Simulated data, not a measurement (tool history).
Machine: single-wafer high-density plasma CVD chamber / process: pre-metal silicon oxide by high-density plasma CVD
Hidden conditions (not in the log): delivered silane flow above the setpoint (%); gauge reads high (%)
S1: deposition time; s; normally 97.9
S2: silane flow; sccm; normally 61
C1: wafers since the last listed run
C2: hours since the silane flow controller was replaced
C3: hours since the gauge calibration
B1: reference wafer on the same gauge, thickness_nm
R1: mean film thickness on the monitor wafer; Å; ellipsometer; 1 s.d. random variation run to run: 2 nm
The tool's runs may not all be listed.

run 1 hour=0 | S1=102 S2=70 | C1=0 C2=3307.6 C3=1241 | B1=634.996 | R1=7030.88
run 2 hour=276.4 | S1=102 S2=70 | C1=3589 C2=3584 C3=1517.4 | B1=634.632 | R1=7021.23
run 3 hour=312.6 | S1=82.5 S2=64 | C1=470 C2=3620.2 C3=1553.6 | B1=634.983 | R1=5218.96
run 4 hour=358.4 | S1=82.5 S2=64 | C1=594 C2=3666 C3=1599.4 | B1=634.316 | R1=5191.67
run 5 hour=395.8 | S1=82.5 S2=64 | C1=485 C2=3703.4 C3=1636.8 | B1=635.172 | R1=5206.5
run 6 hour=472.2 | S1=86.7 S2=61 | C1=992 C2=3779.8 C3=1713.2 | B1=635.299 | R1=5234.29
run 7 hour=534.4 | S1=97.9 S2=61 | C1=807 C2=3842 C3=1775.4 | B1=635.402 | R1=5912.81
run 8 hour=600.6 | S1=97.9 S2=61 | C1=859 C2=3908.2 C3=1841.6 | B1=635.69 | R1=5898.26
run 9 hour=658.4 | S1=97.9 S2=61 | C1=750 C2=3966 C3=1899.4 | B1=635.179 | R1=5942.35
run 10 hour=765.5 | S1=97.9 S2=61 | C1=1390 C2=4073.1 C3=2006.5 | B1=634.815 | R1=5933.85
run 11 hour=908 | S1=97.9 S2=61 | C1=1850 C2=4215.6 C3=2149 | B1=634.793 | R1=5915.42
-- hour=969.2 gauge calibrated
run 12 hour=994.6 | S1=97.9 S2=61 | C1=1124 C2=4302.2 C3=25.4 | B1=634.753 | R1=5922.03
run 13 hour=1066 | S1=97.9 S2=61 | C1=927 C2=4373.6 C3=96.8 | B1=635.154 | R1=5919.16
run 14 hour=1142.5 | S1=97.9 S2=61 | C1=993 C2=4450.1 C3=173.3 | B1=634.237 | R1=5921.37
run 15 hour=1194.6 | S1=86.5 S2=64 | C1=676 C2=4502.2 C3=225.4 | B1=634.761 | R1=5473.03
run 16 hour=1265.6 | S1=79.3 S2=55 | C1=922 C2=4573.2 C3=296.4 | B1=634.199 | R1=4329
-- hour=1374.6 silane flow controller replaced
run 17 hour=1375.1 | S1=97.9 S2=61 | C1=1318 C2=0.5 C3=405.9 | B1=635.409 | R1=5712.67
run 18 hour=1453.5 | S1=86.6 S2=49 | C1=1018 C2=78.9 C3=484.3 | B1=635.029 | R1=4055.57
run 19 hour=1533.1 | S1=97.9 S2=61 | C1=1033 C2=158.5 C3=563.9 | B1=635.106 | R1=5744.38
run 20 hour=1586.1 | S1=104.2 S2=71 | C1=688 C2=211.5 C3=616.9 | B1=635.491 | R1=7114.67
run 21 hour=1641.6 | S1=82.5 S2=64 | C1=720 C2=267 C3=672.4 | B1=635.147 | R1=5063.18
run 22 hour=1708 | S1=97.9 S2=61 | C1=862 C2=333.4 C3=738.8 | B1=634.642 | R1=5713.62
run 23 hour=1771.8 | S1=97.9 S2=61 | C1=828 C2=397.2 C3=802.6 | B1=634.633 | R1=5750.55
run 24 hour=1819.9 | S1=112.4 S2=55 | C1=624 C2=445.3 C3=850.7 | B1=634.52 | R1=5987.34
run 25 hour=1898.4 | S1=85.4 S2=61 | C1=1019 C2=523.8 C3=929.2 | B1=634.728 | R1=5028.27
run 26 hour=1975.6 | S1=85.6 S2=67 | C1=1002 C2=601 C3=1006.4 | B1=634.654 | R1=5539.64
run 27 hour=2073.8 | S1=107.4 S2=71 | C1=1275 C2=699.2 C3=1104.6 | B1=635.236 | R1=7373.13
run 28 hour=2115.2 | S1=107.6 S2=52 | C1=537 C2=740.6 C3=1146 | B1=634.548 | R1=5421.92

For some of the steps in R1 from one run to the next: how much would appear even if the tool had no hidden state, given the settings, what came in and random variation, and how much remains for the hidden state plus any gauge scatter that the measured result and the result without hidden state don't share?
Run 2 -> 3: S1 102 -> 82.5, S2 70 -> 64. R1 -1802.27 Å: hidden state -66.74, all else -1735.53.
Run 16 -> 17: S1 79.3 -> 97.9, S2 55 -> 61, silane flow controller replaced. R1 +1383.67 Å: hidden state -160.52, all else +1544.19.
Run 20 -> 21: S1 104.2 -> 82.5, S2 71 -> 64. R1 -2051.49 Å: hidden state -6.77, all else -2044.72.
Run 27 -> 28: S1 107.4 -> 107.6, S2 71 -> 52. R1 -1951.21 Å: hidden state -25.06, all else -1926.15.
